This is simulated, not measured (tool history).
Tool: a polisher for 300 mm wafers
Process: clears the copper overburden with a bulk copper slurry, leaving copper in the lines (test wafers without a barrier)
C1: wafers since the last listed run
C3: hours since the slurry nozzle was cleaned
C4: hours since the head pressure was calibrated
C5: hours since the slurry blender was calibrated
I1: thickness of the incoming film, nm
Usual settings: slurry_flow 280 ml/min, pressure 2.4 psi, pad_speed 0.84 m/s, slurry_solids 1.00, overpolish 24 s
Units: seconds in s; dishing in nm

Run 1, hour 0.0: usual settings; C1 0; wafers polished on this pad 1213; C3 349.4; C4 58.2; C5 189.3; I1 681.3. Result: seconds 95.5 s, dishing 77.4 nm.
Run 2, hour 15.2: usual settings but slurry_solids 0.80, overpolish 31 s; C1 140; wafers polished on this pad 1354; C3 364.6; C4 73.4; C5 204.5; I1 667.9. Result: seconds 100.3 s, dishing 84.3 nm.
At hour 23.3: worn pad replaced by a new one.
Run 3, hour 23.8: usual settings but slurry_solids 0.80, overpolish 31 s; C1 42; wafers polished on this pad 4; C3 373.2; C4 82.0; C5 213.1; I1 682.6. Result: seconds 101.6 s, dishing 82.2 nm.
Run 4, hour 32.3: usual settings; C1 78; wafers polished on this pad 83; C3 381.7; C4 90.5; C5 221.6; I1 664.6. Result: seconds 97.7 s, dishing 77.4 nm.
Run 5, hour 41.8: usual settings; C1 88; wafers polished on this pad 171; C3 391.2; C4 100.0; C5 231.1; I1 658.1. Result: seconds 95.4 s, dishing 74.0 nm.
Run 6, hour 49.5: usual settings; C1 71; wafers polished on this pad 242; C3 398.9; C4 107.7; C5 238.8; I1 685.1. Result: seconds 96.1 s, dishing 74.7 nm.
Run 7, hour 58.5: usual settings; C1 83; wafers polished on this pad 326; C3 407.9; C4 116.7; C5 247.8; I1 663.9. Result: seconds 95.6 s, dishing 72.5 nm.
Run 8, hour 67.2: usual settings but pad_speed 0.98 m/s, slurry_solids 1.10; C1 80; wafers polished on this pad 406; C3 416.6; C4 125.4; C5 256.5; I1 676.7. Result: seconds 89.4 s, dishing 78.0 nm.
Run 9, hour 74.4: usual settings; C1 66; wafers polished on this pad 473; C3 423.8; C4 132.6; C5 263.7; I1 661.8. Result: seconds 97.4 s, dishing 73.0 nm.
Run 10, hour 81.9: usual settings but pad_speed 1.00 m/s; C1 69; wafers polished on this pad 542; C3 431.3; C4 140.1; C5 271.2; I1 680.7. Result: seconds 88.2 s, dishing 77.2 nm.
At hour 83.5: slurry nozzle cleaned.
Run 11, hour 90.5: usual settings but slurry_flow 190 ml/min, pressure 2.8 psi, pad_speed 1.00 m/s, slurry_solids 1.25; C1 70; wafers polished on this pad 613; C3 7.0; C4 148.7; C5 279.8; I1 662.2. Result: seconds 75.7 s, dishing 83.9 nm.
Run 12, hour 105.8: usual settings but pressure 1.9 psi; C1 141; wafers polished on this pad 754; C3 22.3; C4 164.0; C5 295.1; I1 676.0. Result: seconds 126.4 s, dishing 61.9 nm.
Run 13, hour 113.7: usual settings; C1 73; wafers polished on this pad 828; C3 30.2; C4 171.9; C5 303.0; I1 668.5. Result: seconds 100.2 s, dishing 75.4 nm.
Run 14, hour 123.0: usual settings; C1 86; wafers polished on this pad 914; C3 39.5; C4 181.2; C5 312.3; I1 671.8. Result: seconds 101.5 s, dishing 74.4 nm.
Run 15, hour 135.3: usual settings but slurry_flow 250 ml/min, pad_speed 1.00 m/s, overpolish 11 s; C1 113; wafers polished on this pad 1028; C3 51.8; C4 193.5; C5 324.6; I1 661.6. Result: seconds 89.7 s, dishing 49.9 nm.
Run 16, hour 151.1: usual settings but pad_speed 0.72 m/s, slurry_solids 0.80; C1 146; wafers polished on this pad 1174; C3 67.6; C4 209.3; C5 340.4; I1 665.6. Result: seconds 114.5 s, dishing 70.0 nm.
At hour 154.6: slurry blender recalibrated.
Run 17, hour 157.1: usual settings but slurry_flow 315 ml/min, overpolish 36 s; C1 37; wafers polished on this pad 1211; C3 73.6; C4 215.3; C5 2.5; I1 668.9. Result: seconds 95.6 s, dishing 89.3 nm.
At hour 175.9: worn pad replaced by a new one.
Run 18, hour 176.4: usual settings but slurry_flow 350 ml/min, pressure 3.0 psi; C1 141; wafers polished on this pad 4; C3 92.9; C4 234.6; C5 21.8; I1 668.6. Result: seconds 75.1 s, dishing 88.9 nm.
Run 19, hour 179.9: usual settings; C1 32; wafers polished on this pad 37; C3 96.4; C4 238.1; C5 25.3; I1 676.1. Result: seconds 94.9 s, dishing 72.2 nm.
Run 20, hour 194.9: usual settings but slurry_flow 185 ml/min, pressure 1.6 psi, pad_speed 0.56 m/s, slurry_solids 0.90; C1 138; wafers polished on this pad 176; C3 111.4; C4 253.1; C5 40.3; I1 656.5. Result: seconds 184.6 s, dishing 48.3 nm.
Run 21, hour 202.6: usual settings but slurry_flow 365 ml/min, slurry_solids 1.20, overpolish 12 s; C1 71; wafers polished on this pad 247; C3 119.1; C4 260.8; C5 48.0; I1 674.3. Result: seconds 90.5 s, dishing 53.9 nm.
Run 22, hour 209.7: usual settings but pressure 1.7 psi, slurry_solids 1.15, overpolish 35 s; C1 65; wafers polished on this pad 313; C3 126.2; C4 267.9; C5 55.1; I1 663.9. Result: seconds 129.7 s, dishing 71.2 nm.
Run 23, hour 220.0: usual settings but slurry_flow 250 ml/min, slurry_solids 0.85; C1 95; wafers polished on this pad 408; C3 136.5; C4 278.2; C5 65.4; I1 664.0. Result: seconds 100.6 s, dishing 74.0 nm.
Run 24, hour 228.0: usual settings; C1 74; wafers polished on this pad 482; C3 144.5; C4 286.2; C5 73.4; I1 672.1. Result: seconds 94.4 s, dishing 73.6 nm.
Run 25, hour 245.6: usual settings but pad_speed 0.60 m/s; C1 163; wafers polished on this pad 645; C3 162.1; C4 303.8; C5 91.0; I1 684.4. Result: seconds 117.7 s, dishing 69.6 nm.
Run 26, hour 259.7: usual settings but slurry_flow 315 ml/min, slurry_solids 0.75, overpolish 20 s; C1 130; wafers polished on this pad 776; C3 176.2; C4 317.9; C5 105.1; I1 673.8. Result: seconds 98.8 s, dishing 68.5 nm.
Run 27, hour 270.9: usual settings but pressure 1.7 psi, slurry_solids 1.20, overpolish 11 s; C1 103; wafers polished on this pad 880; C3 187.4; C4 329.1; C5 116.3; I1 664.5. Result: seconds 130.1 s, dishing 35.4 nm.
Run 28, hour 284.0: usual settings but slurry_flow 365 ml/min, slurry_solids 1.20, overpolish 12 s; C1 121; wafers polished on this pad 1001; C3 200.5; C4 342.2; C5 129.4; I1 680.7. Result: seconds 89.6 s, dishing 52.7 nm.

Some steps in seconds between neighbouring runs. How much of each would the tool show without its hidden state too (settings, what came in, random variation), and how much is left for the hidden state, with any gauge scatter that isn't in both results?
The hidden state here: removal rate lost through wear of the pad, %; slurry flow missing at the pad, %; deviation of the head's pressure from its setpoint, %; abrasive missing from the slurry, %.
Run 11 -> 12: slurry_flow 190 -> 280, pressure 2.8 -> 1.9, pad_speed 1.00 -> 0.84, slurry_solids 1.25 -> 1.00. seconds +50.7 s: hidden state +2.9, all else +47.8.
Run 16 -> 17: slurry_flow 280 -> 315, pad_speed 0.72 -> 0.84, slurry_solids 0.80 -> 1.00, overpolish 24 -> 36, slurry blender recalibrated. seconds -18.9 s: hidden state -6.9, all else -12.0.
Run 19 -> 20: slurry_flow 280 -> 185, pressure 2.4 -> 1.6, pad_speed 0.84 -> 0.56, slurry_solids 1.00 -> 0.90. seconds +89.7 s: hidden state +0.7, all else +89.0.
Run 20 -> 21: slurry_flow 185 -> 365, pressure 1.6 -> 2.4, pad_speed 0.56 -> 0.84, slurry_solids 0.90 -> 1.20, overpolish 24 -> 12. seconds -94.1 s: hidden state -0.6, all else -93.5.
